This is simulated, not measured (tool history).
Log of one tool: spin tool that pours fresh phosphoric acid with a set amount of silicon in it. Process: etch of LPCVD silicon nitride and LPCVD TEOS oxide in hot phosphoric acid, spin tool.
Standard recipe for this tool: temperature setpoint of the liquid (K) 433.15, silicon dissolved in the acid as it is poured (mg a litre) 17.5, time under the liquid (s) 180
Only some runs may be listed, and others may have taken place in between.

run	hour	temperature setpoint of the liquid (K)	silicon dissolved in the acid as it is poured (mg a litre)	time under the liquid (s)	wafers since the last listed run	hours since the thermometer was replaced	hours since the dissolved silicon flow meter was replaced	hours since the heated supply line was repaired	hours since the gauge calibration	read-back film thickness of the LPCVD silicon nitride reference wafer, read on the same gauge (nm)	thickness taken off the LPCVD silicon nitride on a monitor wafer (Å)
1	0.0	433.15	17.5	180	0	2015.8	686.2	1910.1	1318.2	95.18	171.0
2	85.3	433.15	17.5	180	709	2101.1	771.5	1995.4	1403.5	94.54	167.2
3	147.6	433.15	17.5	150	518	2163.4	833.8	2057.7	1465.8	94.07	141.4
# hour 291.3: gauge calibrated
4	312.0	433.15	17.5	150	1368	2327.8	998.2	2222.1	20.7	99.12	146.4
5	389.3	433.15	17.5	180	643	2405.1	1075.5	2299.4	98.0	99.10	175.0
# hour 412.8: thermometer replaced
6	664.4	433.15	17.5	180	2281	251.6	1350.6	2574.5	373.1	98.76	175.9
7	766.2	433.15	17.5	180	847	353.4	1452.4	2676.3	474.9	98.53	176.4
# hour 790.9: heated supply line repaired
8	805.3	431.65	27.0	145	317	392.5	1491.5	14.4	514.0	98.41	134.2
9	888.1	433.15	17.5	180	689	475.3	1574.3	97.2	596.8	98.18	177.1
10	992.5	433.15	17.5	85	868	579.7	1678.7	201.6	701.2	97.82	81.6
11	1029.3	431.65	23.5	230	306	616.5	1715.5	238.4	738.0	97.67	212.9
12	1113.4	431.15	17.5	235	700	700.6	1799.6	322.5	822.1	97.35	213.9
13	1211.5	433.15	17.5	180	816	798.7	1897.7	420.6	920.2	96.89	172.5
14	1265.9	430.15	17.5	270	452	853.1	1952.1	475.0	974.6	96.60	234.5
# hour 1338.5: dissolved silicon flow meter replaced
15	1373.3	433.15	11.0	180	885	960.5	34.8	582.4	1082.0	96.05	171.1
16	1430.8	433.15	17.5	180	478	1018.0	92.3	639.9	1139.5	95.72	174.3
17	1528.6	436.15	4.0	115	814	1115.8	190.1	737.7	1237.3	95.07	119.4
18	1602.9	432.15	25.5	245	618	1190.1	264.4	812.0	1311.6	94.58	222.4
19	1698.4	434.65	17.5	215	794	1285.6	359.9	907.5	1407.1	93.88	210.9
20	1762.9	433.15	28.5	270	536	1350.1	424.4	972.0	1471.6	93.42	251.2
# hour 1784.5: gauge calibrated
21	1840.9	434.15	17.5	135	649	1428.1	502.4	1050.0	56.4	100.48	139.7

What if the next run were any one of these 5? Each begins from the tool's condition after run 21:
A	1841.4	433.15	17.5	115	4	1428.6	502.9	1050.5	56.9	?	?
B	1841.4	430.15	5.0	95	4	1428.6	502.9	1050.5	56.9	?	?
C	1841.4	431.15	13.0	150	4	1428.6	502.9	1050.5	56.9	?	?
D	1841.4	434.65	12.5	275	4	1428.6	502.9	1050.5	56.9	?	?
E	1841.4	434.15	8.5	285	4	1428.6	502.9	1050.5	56.9	?	?

run	read-back film thickness of the LPCVD silicon nitride reference wafer, read on the same gauge (nm)	thickness taken off the LPCVD silicon nitride on a monitor wafer (Å)
A	100.50	113.8
B	100.50	84.9
C	100.50	138.7
D	100.50	286.1
E	100.50	291.6
Take away the tool's hidden state, keep each run's random variation, and the runs would have read:
run	thickness taken off the LPCVD silicon nitride on a monitor wafer (Å)
A	113.2
B	84.5
C	138.0
D	284.7
E	290.1
